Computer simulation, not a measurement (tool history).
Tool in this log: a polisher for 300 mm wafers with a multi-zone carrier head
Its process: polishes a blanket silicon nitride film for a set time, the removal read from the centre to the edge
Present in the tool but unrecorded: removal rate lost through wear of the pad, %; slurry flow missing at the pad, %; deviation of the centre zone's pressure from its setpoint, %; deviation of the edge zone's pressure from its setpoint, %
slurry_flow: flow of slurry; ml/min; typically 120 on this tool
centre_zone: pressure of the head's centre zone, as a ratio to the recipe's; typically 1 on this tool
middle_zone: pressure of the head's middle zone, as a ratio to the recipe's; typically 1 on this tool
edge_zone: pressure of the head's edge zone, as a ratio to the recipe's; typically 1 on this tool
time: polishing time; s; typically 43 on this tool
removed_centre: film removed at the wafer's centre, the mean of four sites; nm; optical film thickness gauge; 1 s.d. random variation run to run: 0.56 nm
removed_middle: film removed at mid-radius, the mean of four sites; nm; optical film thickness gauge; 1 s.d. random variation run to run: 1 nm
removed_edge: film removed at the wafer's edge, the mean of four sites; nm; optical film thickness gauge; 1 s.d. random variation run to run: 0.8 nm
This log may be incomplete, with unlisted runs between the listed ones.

run	hour	slurry_flow	centre_zone	middle_zone	edge_zone	time	wafers since the last listed run	wafers polished on this pad	hours since the slurry nozzle was cleaned	hours since the centre zone pressure was calibrated	hours since the edge zone pressure was calibrated	hours since the carrier head's membrane was replaced	incoming thickness of the incoming film, nm	removed_centre	removed_middle	removed_edge
1	0	120	1	1	1	43	0	4371	327.9	1154.1	401	1425.5	749.6	90.8	84.8	86.9
# hour 69.6: slurry nozzle cleaned
# hour 102.5: worn pad replaced by a new one
# hour 139.2: edge zone pressure recalibrated
# hour 187.5: centre zone pressure recalibrated
2	188	120	1	1	1	38	2358	1073	118.4	0.5	48.8	1613.5	749.9	77	75.5	77.7
3	211.1	120	1	1	1	38	304	1377	141.5	23.6	71.9	1636.6	746.1	76.1	73.2	77.1
4	238.4	120	1	1	1	43	359	1737	168.8	50.9	99.2	1663.9	740.3	87	84	86.8
5	283	105	1	1.04	0.94	35	587	2325	213.4	95.5	143.8	1708.5	744.9	69.1	70.2	69.3
6	334	150	1	1.06	1	43	671	2997	264.4	146.5	194.8	1759.5	733.9	89.8	89.6	89.7
7	370.9	120	0.96	1	1	43	486	3483	301.3	183.4	231.7	1796.4	752.6	84.8	84.2	88.1
8	416.6	120	1	0.88	1	43	602	4085	347	229.1	277.4	1842.1	737.5	87.3	77.3	89.4
9	445.3	120	1	1	1	43	378	4463	375.7	257.8	306.1	1870.8	745.1	86.3	83.7	86.5
10	509.6	90	1	1	1.07	43	847	5310	440	322.1	370.4	1935.1	734.6	83.3	80.2	87.8
# hour 535.2: carrier head's membrane replaced by a new one
# hour 548.2: worn pad replaced by a new one
# hour 548.7: slurry nozzle cleaned
11	698	105	1	1	1	43	2356	1967	149.3	510.5	558.8	162.8	735	86.9	82.5	86.1
12	761.7	120	1	1	0.97	43	839	2806	213	574.2	622.5	226.5	730.4	88.6	83.5	86.8

What does the tool deliver on the next run?
# hour 775.1: edge zone pressure recalibrated
13	818	120	1	1	1	50	715	3521	269.3	630.5	42.9	282.8	732.8	?	?	?

{"run 13": {"removed_centre": 102.5, "removed_middle": 98.7, "removed_edge": 100.4}}
If the tool had no hidden condition, the same run with the same run-to-run variation would have returned removed_centre 100.4 nm, removed_middle 98.7 nm, removed_edge 100.4 nm.
